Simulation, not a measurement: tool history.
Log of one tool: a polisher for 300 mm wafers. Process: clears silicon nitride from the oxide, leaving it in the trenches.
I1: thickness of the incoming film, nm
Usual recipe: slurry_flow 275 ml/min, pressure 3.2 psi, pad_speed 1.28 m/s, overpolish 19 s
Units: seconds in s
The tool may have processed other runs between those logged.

run 1 day=0 | slurry_flow=275 pressure=2.4 pad_speed=1.28 overpolish=19 | I1=104.1 | seconds=121.8
run 2 day=0.654 | slurry_flow=275 pressure=2.4 pad_speed=1.28 overpolish=19 | I1=105.1 | seconds=126.5
run 3 day=1.317 | slurry_flow=275 pressure=3.2 pad_speed=1.28 overpolish=25 | I1=105 | seconds=91.5
-- day=1.704 worn pad replaced by a new one
run 4 day=1.725 | slurry_flow=275 pressure=3.2 pad_speed=1.28 overpolish=25 | I1=105 | seconds=91.2
run 5 day=2.217 | slurry_flow=275 pressure=3.2 pad_speed=1.28 overpolish=25 | I1=106.8 | seconds=89.2
run 6 day=2.733 | slurry_flow=275 pressure=3.2 pad_speed=1.28 overpolish=19 | I1=105.1 | seconds=93.3
run 7 day=3.162 | slurry_flow=275 pressure=3.2 pad_speed=1.28 overpolish=19 | I1=106.7 | seconds=93.5
run 8 day=3.604 | slurry_flow=275 pressure=3.2 pad_speed=1.02 overpolish=19 | I1=104.1 | seconds=117.1
run 9 day=4.029 | slurry_flow=275 pressure=3.2 pad_speed=1.28 overpolish=19 | I1=106.2 | seconds=94.3
run 10 day=4.338 | slurry_flow=275 pressure=3.2 pad_speed=1.28 overpolish=19 | I1=104.3 | seconds=93.7
run 11 day=4.992 | slurry_flow=275 pressure=3.2 pad_speed=1.28 overpolish=19 | I1=106.9 | seconds=96.8
-- day=5.512 worn pad replaced by a new one
run 12 day=5.604 | slurry_flow=275 pressure=3.2 pad_speed=1.28 overpolish=19 | I1=104.2 | seconds=101.2
run 13 day=5.858 | slurry_flow=275 pressure=3.2 pad_speed=1.28 overpolish=19 | I1=106.4 | seconds=103
run 14 day=6.338 | slurry_flow=275 pressure=3.2 pad_speed=1.28 overpolish=19 | I1=105.8 | seconds=103.3
-- day=6.892 head pressure recalibrated
run 15 day=6.912 | slurry_flow=275 pressure=3.2 pad_speed=1.28 overpolish=19 | I1=105 | seconds=105.6
run 16 day=7.554 | slurry_flow=275 pressure=3.2 pad_speed=1.28 overpolish=19 | I1=103.8 | seconds=104.5
-- day=7.65 slurry nozzle cleaned
-- day=7.754 worn pad replaced by a new one, repeated, since the last time left the tool worse
run 17 day=9.421 | slurry_flow=275 pressure=3.2 pad_speed=1.28 overpolish=19 | I1=103.3 | seconds=92.5
run 18 day=9.983 | slurry_flow=275 pressure=3.2 pad_speed=1.28 overpolish=19 | I1=106.2 | seconds=95.4
run 19 day=10.467 | slurry_flow=275 pressure=3.2 pad_speed=1.5 overpolish=19 | I1=106.2 | seconds=81.8
-- day=10.767 worn pad replaced by a new one
run 20 day=10.817 | slurry_flow=190 pressure=2.1 pad_speed=1 overpolish=26 | I1=106.4 | seconds=186.9
run 21 day=11.279 | slurry_flow=340 pressure=2.3 pad_speed=1.1 overpolish=11 | I1=105 | seconds=147.2
run 22 day=11.892 | slurry_flow=275 pressure=3.7 pad_speed=1.28 overpolish=10 | I1=107 | seconds=83.8
run 23 day=12.312 | slurry_flow=275 pressure=3.2 pad_speed=1.1 overpolish=15 | I1=104.8 | seconds=111.2
run 24 day=12.633 | slurry_flow=275 pressure=3.2 pad_speed=1.28 overpolish=19 | I1=105.3 | seconds=91.6
run 25 day=12.904 | slurry_flow=275 pressure=4 pad_speed=1.28 overpolish=19 | I1=104.4 | seconds=76.3
run 26 day=13.471 | slurry_flow=210 pressure=2.7 pad_speed=1.52 overpolish=15 | I1=104.2 | seconds=98.3
-- day=13.821 worn pad replaced by a new one
run 27 day=14.071 | slurry_flow=275 pressure=4.3 pad_speed=1.28 overpolish=19 | I1=105.4 | seconds=68.2
run 28 day=14.662 | slurry_flow=230 pressure=3.2 pad_speed=1.12 overpolish=19 | I1=103.8 | seconds=104.7
run 29 day=15.338 | slurry_flow=275 pressure=3.2 pad_speed=1.28 overpolish=19 | I1=105.7 | seconds=95.5
run 30 day=15.617 | slurry_flow=210 pressure=3.2 pad_speed=1.28 overpolish=19 | I1=104.4 | seconds=95
run 31 day=16.092 | slurry_flow=275 pressure=3.2 pad_speed=0.88 overpolish=9 | I1=104.5 | seconds=140.7
run 32 day=16.442 | slurry_flow=230 pressure=2.2 pad_speed=1.7 overpolish=10 | I1=106.5 | seconds=107.4
-- day=16.888 worn pad replaced by a new one
run 33 day=16.908 | slurry_flow=275 pressure=3.2 pad_speed=1.28 overpolish=19 | I1=105.7 | seconds=91.9

Here are 4 independent what-if runs from the current tool condition. What would each one return?
run A day=16.929 | slurry_flow=275 pressure=3.2 pad_speed=1.7 overpolish=19 | I1=103.6 | seconds=?
run B day=16.929 | slurry_flow=275 pressure=3.9 pad_speed=1.28 overpolish=24 | I1=103.6 | seconds=?
run C day=16.929 | slurry_flow=275 pressure=4.2 pad_speed=1.28 overpolish=19 | I1=103.6 | seconds=?
run D day=16.929 | slurry_flow=345 pressure=2.1 pad_speed=0.96 overpolish=27 | I1=103.6 | seconds=?

run=A seconds=66.2
run=B seconds=72.2
run=C seconds=67
run=D seconds=175.8
What these runs would have given with no unlogged condition in the tool:
run=A seconds=66.1
run=B seconds=72.1
run=C seconds=66.9
run=D seconds=175.6
